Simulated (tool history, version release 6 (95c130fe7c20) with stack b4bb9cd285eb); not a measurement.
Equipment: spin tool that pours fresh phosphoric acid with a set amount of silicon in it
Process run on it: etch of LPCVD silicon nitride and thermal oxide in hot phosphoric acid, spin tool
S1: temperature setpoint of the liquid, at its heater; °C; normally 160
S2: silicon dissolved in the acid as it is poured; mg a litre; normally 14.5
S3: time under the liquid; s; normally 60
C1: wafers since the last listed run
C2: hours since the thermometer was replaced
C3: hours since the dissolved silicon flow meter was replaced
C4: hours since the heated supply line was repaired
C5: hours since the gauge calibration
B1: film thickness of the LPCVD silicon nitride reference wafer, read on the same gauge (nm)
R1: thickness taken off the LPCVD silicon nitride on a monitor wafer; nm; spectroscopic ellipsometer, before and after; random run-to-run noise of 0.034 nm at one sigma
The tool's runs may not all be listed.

run,hour,S1,S2,S3,C1,C2,C3,C4,C5,B1,R1
1,0,160,14.5,60,0,2348.6,1257.9,565.1,85.6,40,4.4
2,7.3,160,14.5,60,93,2355.9,1265.2,572.4,92.9,40.04,4.31
3,15,160,14.5,60,98,2363.6,1272.9,580.1,100.6,40.03,4.35
4,64.6,159.5,10,60,633,2413.2,1322.5,629.7,150.2,40.04,4.25
5,80.5,159.5,10,60,202,2429.1,1338.4,645.6,166.1,39.95,4.24
6,89.4,159.5,10,60,113,2438,1347.3,654.5,175,40.01,4.19
7,104.2,160,14.5,60,188,2452.8,1362.1,669.3,189.8,39.98,4.29
8,121.9,160,14.5,60,225,2470.5,1379.8,687,207.5,40,4.23
# hour 126.2: heated supply line repaired
9,136.3,160,10,60,171,2484.9,1394.2,10.1,221.9,40,4.95
# hour 144.5: gauge calibrated
# hour 145.2: dissolved silicon flow meter replaced
10,148,160,14.5,60,136,2496.6,2.8,21.8,3.5,40.03,4.83
11,154.4,158,11,45,81,2503,9.2,28.2,9.9,40,3.45
12,160.5,160,14.5,60,77,2509.1,15.3,34.3,16,40.01,4.89
# hour 171.3: thermometer replaced
13,177.5,161.5,20,85,204,6.2,32.3,51.3,33,39.98,7.3
14,191.9,160,4,45,183,20.6,46.7,65.7,47.4,39.99,3.66
15,208.7,162,14.5,50,214,37.4,63.5,82.5,64.2,40.01,4.32
16,219.9,160,24.5,35,142,48.6,74.7,93.7,75.4,39.98,2.87

Predict each of these 4 candidate next runs independently; none follows another, all start after run 16:
A,220.3,160,14.5,40,5,49,75.1,94.1,75.8,?,?
B,220.3,160,14.5,75,5,49,75.1,94.1,75.8,?,?
C,220.3,159,22.5,30,5,49,75.1,94.1,75.8,?,?
D,220.3,161.5,14.5,60,5,49,75.1,94.1,75.8,?,?

run,B1,R1
A,40,3.23
B,40,6.05
C,40,2.34
D,40,5.09
With no hidden state in the tool, these same runs would have given:
run,R1
A,3.31
B,6.2
C,2.4
D,5.21
